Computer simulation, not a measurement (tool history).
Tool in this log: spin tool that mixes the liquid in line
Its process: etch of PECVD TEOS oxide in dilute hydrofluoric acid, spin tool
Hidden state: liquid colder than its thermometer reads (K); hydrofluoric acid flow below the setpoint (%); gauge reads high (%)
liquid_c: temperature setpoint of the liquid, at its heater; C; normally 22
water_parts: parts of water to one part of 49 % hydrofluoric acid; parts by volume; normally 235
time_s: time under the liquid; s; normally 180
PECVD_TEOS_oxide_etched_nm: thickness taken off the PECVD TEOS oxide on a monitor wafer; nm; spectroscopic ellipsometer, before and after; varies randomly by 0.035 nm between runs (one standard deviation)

run	hour	liquid_c	water_parts	time_s	wafers since the last listed run	hours since the thermometer was replaced	hours since the hydrofluoric acid flow meter was replaced	hours since the gauge calibration	read-back film thickness of the PECVD TEOS oxide reference wafer, read on the same gauge (nm)	PECVD_TEOS_oxide_etched_nm
1	0	22	235	180	0	1613.3	1788.5	451.5	109.95	5.34
2	38.2	22	195	180	238	1651.5	1826.7	489.7	110.02	6.75
3	66.5	22	195	180	176	1679.8	1855	518	109.98	6.74
4	150.9	22	235	180	527	1764.2	1939.4	602.4	109.98	5.38
5	285.9	22	235	180	843	1899.2	2074.4	737.4	110.02	5.37
6	339	22	235	180	331	1952.3	2127.5	790.5	110.05	5.37
7	363.4	22	185	180	152	1976.7	2151.9	814.9	109.95	7.11
8	417.2	22	235	180	336	2030.5	2205.7	868.7	110	5.35
9	452.3	22	235	180	219	2065.6	2240.8	903.8	109.97	5.39
# hour 521.3: thermometer replaced
10	541.5	20.5	235	180	551	20.2	2330	993	110.02	5.07
11	579.4	17.5	290	265	236	58.1	2367.9	1030.9	110.04	5.13
12	616.7	20	140	225	233	95.4	2405.2	1068.2	110.03	11.47
13	655.7	22	235	75	243	134.4	2444.2	1107.2	109.96	2.21
14	704.5	26	345	150	304	183.2	2493	1156	110.01	3.18
15	735.9	22	235	180	196	214.6	2524.4	1187.4	109.98	5.4
# hour 747.9: gauge calibrated
16	764.8	18.5	235	180	180	243.5	2553.3	16.9	109.99	4.66
17	808.6	22	205	275	273	287.3	2597.1	60.7	109.99	9.75
18	857.2	22	175	180	303	335.9	2645.7	109.3	110.01	7.66
# hour 894.3: hydrofluoric acid flow meter replaced
19	905.5	25.5	140	180	295	384.2	11.2	157.6	109.98	11.32
20	968.9	25.5	280	180	396	447.6	74.6	221	109.97	4.86
21	994.8	26.5	170	215	161	473.5	100.5	246.9	109.99	11.19
22	1045.1	22	280	180	314	523.8	150.8	297.2	110.02	4.32

Expected results for the next run?
23	1083.8	22	235	180	241	562.5	189.5	335.9	?	?

Run 23 produced read-back film thickness of the PECVD TEOS oxide reference wafer, read on the same gauge (nm) 110.02, PECVD_TEOS_oxide_etched_nm 5.35 nm.
Were there no unlogged condition in the tool, this run, its random variation unchanged, would have produced PECVD_TEOS_oxide_etched_nm 5.35 nm.
